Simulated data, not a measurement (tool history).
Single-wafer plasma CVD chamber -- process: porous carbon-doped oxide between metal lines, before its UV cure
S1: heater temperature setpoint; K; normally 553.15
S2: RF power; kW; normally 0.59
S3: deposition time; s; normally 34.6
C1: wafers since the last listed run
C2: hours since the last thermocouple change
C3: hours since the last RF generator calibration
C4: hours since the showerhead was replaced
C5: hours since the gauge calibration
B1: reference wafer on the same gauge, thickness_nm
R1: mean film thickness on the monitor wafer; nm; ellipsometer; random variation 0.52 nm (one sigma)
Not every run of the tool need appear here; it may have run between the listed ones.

| run | hour | S1 | S2 | S3 | C1 | C2 | C3 | C4 | C5 | B1 | R1 |
|---|---|---|---|---|---|---|---|---|---|---|---|
| 1 | 0 | 553.15 | 0.59 | 34.6 | 0 | 2183.5 | 657.5 | 7884.8 | 294.9 | 207.026 | 223.096 |
| 2 | 16.3 | 547.15 | 0.625 | 34.6 | 498 | 2199.8 | 673.8 | 7901.1 | 311.2 | 207.027 | 243.882 |
|  | 32.2 | gauge calibrated |
| 3 | 66.3 | 547.15 | 0.625 | 34.6 | 1528 | 2249.8 | 723.8 | 7951.1 | 34.1 | 207.001 | 243.453 |
| 4 | 99 | 553.15 | 0.59 | 34.6 | 999 | 2282.5 | 756.5 | 7983.8 | 66.8 | 207.016 | 221.071 |
| 5 | 123.1 | 553.15 | 0.59 | 34.6 | 736 | 2306.6 | 780.6 | 8007.9 | 90.9 | 206.955 | 221.632 |
| 6 | 143.6 | 553.15 | 0.59 | 34.6 | 626 | 2327.1 | 801.1 | 8028.4 | 111.4 | 206.972 | 220.825 |
| 7 | 168.1 | 553.15 | 0.63 | 34.6 | 749 | 2351.6 | 825.6 | 8052.9 | 135.9 | 207.032 | 231.514 |
| 8 | 197.9 | 553.15 | 0.63 | 34.6 | 911 | 2381.4 | 855.4 | 8082.7 | 165.7 | 207.011 | 231.142 |
| 9 | 216 | 553.15 | 0.59 | 34.6 | 553 | 2399.5 | 873.5 | 8100.8 | 183.8 | 206.94 | 220.288 |
|  | 234.5 | showerhead replaced |
| 10 | 237.3 | 553.15 | 0.59 | 34.6 | 406 | 2420.8 | 894.8 | 2.8 | 205.1 | 207.052 | 219.609 |
|  | 256.7 | RF generator calibrated |
| 11 | 264.4 | 553.15 | 0.59 | 37.5 | 584 | 2447.9 | 7.7 | 29.9 | 232.2 | 207.032 | 243 |
| 12 | 293.6 | 545.15 | 0.59 | 34.6 | 892 | 2477.1 | 36.9 | 59.1 | 261.4 | 207.113 | 238.283 |
| 13 | 313.4 | 553.15 | 0.475 | 34.6 | 605 | 2496.9 | 56.7 | 78.9 | 281.2 | 207.012 | 188.553 |
|  | 377.9 | gauge calibrated |
|  | 402.7 | thermocouple changed; heater temperature recalibrated |
| 14 | 410.9 | 542.15 | 0.64 | 34.6 | 2736 | 8.2 | 154.2 | 176.4 | 33 | 206.919 | 273.931 |
| 15 | 424.2 | 553.15 | 0.59 | 31.1 | 406 | 21.5 | 167.5 | 189.7 | 46.3 | 206.96 | 213.832 |
| 16 | 439.4 | 547.15 | 0.625 | 34.6 | 464 | 36.7 | 182.7 | 204.9 | 61.5 | 207.106 | 257.933 |
| 17 | 459.9 | 548.15 | 0.485 | 28.3 | 626 | 57.2 | 203.2 | 225.4 | 82 | 207.024 | 171.422 |
| 18 | 481.5 | 553.15 | 0.59 | 34.6 | 660 | 78.8 | 224.8 | 247 | 103.6 | 207.031 | 236.497 |
| 19 | 511.9 | 553.15 | 0.59 | 31.1 | 929 | 109.2 | 255.2 | 277.4 | 134 | 206.943 | 212.322 |
| 20 | 534.9 | 539.15 | 0.705 | 30.2 | 703 | 132.2 | 278.2 | 300.4 | 157 | 206.983 | 263.207 |
| 21 | 552 | 548.15 | 0.65 | 34.6 | 522 | 149.3 | 295.3 | 317.5 | 174.1 | 206.917 | 263.206 |
| 22 | 579.3 | 564.15 | 0.59 | 32.5 | 834 | 176.6 | 322.6 | 344.8 | 201.4 | 206.978 | 204.194 |

3 ways to go on from here, each from the tool as it stands after run 22. What would each give?
| A | 579.7 | 553.15 | 0.59 | 34.6 | 12 | 177 | 323 | 345.2 | 201.8 | ? | ? |
| B | 579.7 | 562.15 | 0.69 | 37.7 | 12 | 177 | 323 | 345.2 | 201.8 | ? | ? |
| C | 579.7 | 553.15 | 0.59 | 31.5 | 12 | 177 | 323 | 345.2 | 201.8 | ? | ? |

| run | B1 | R1 |
|---|---|---|
| A | 206.953 | 234.197 |
| B | 206.953 | 269.286 |
| C | 206.953 | 213.782 |
With no hidden state in the tool, these same runs would have given:
| run | R1 |
|---|---|
| A | 236.333 |
| B | 271.716 |
| C | 215.732 |
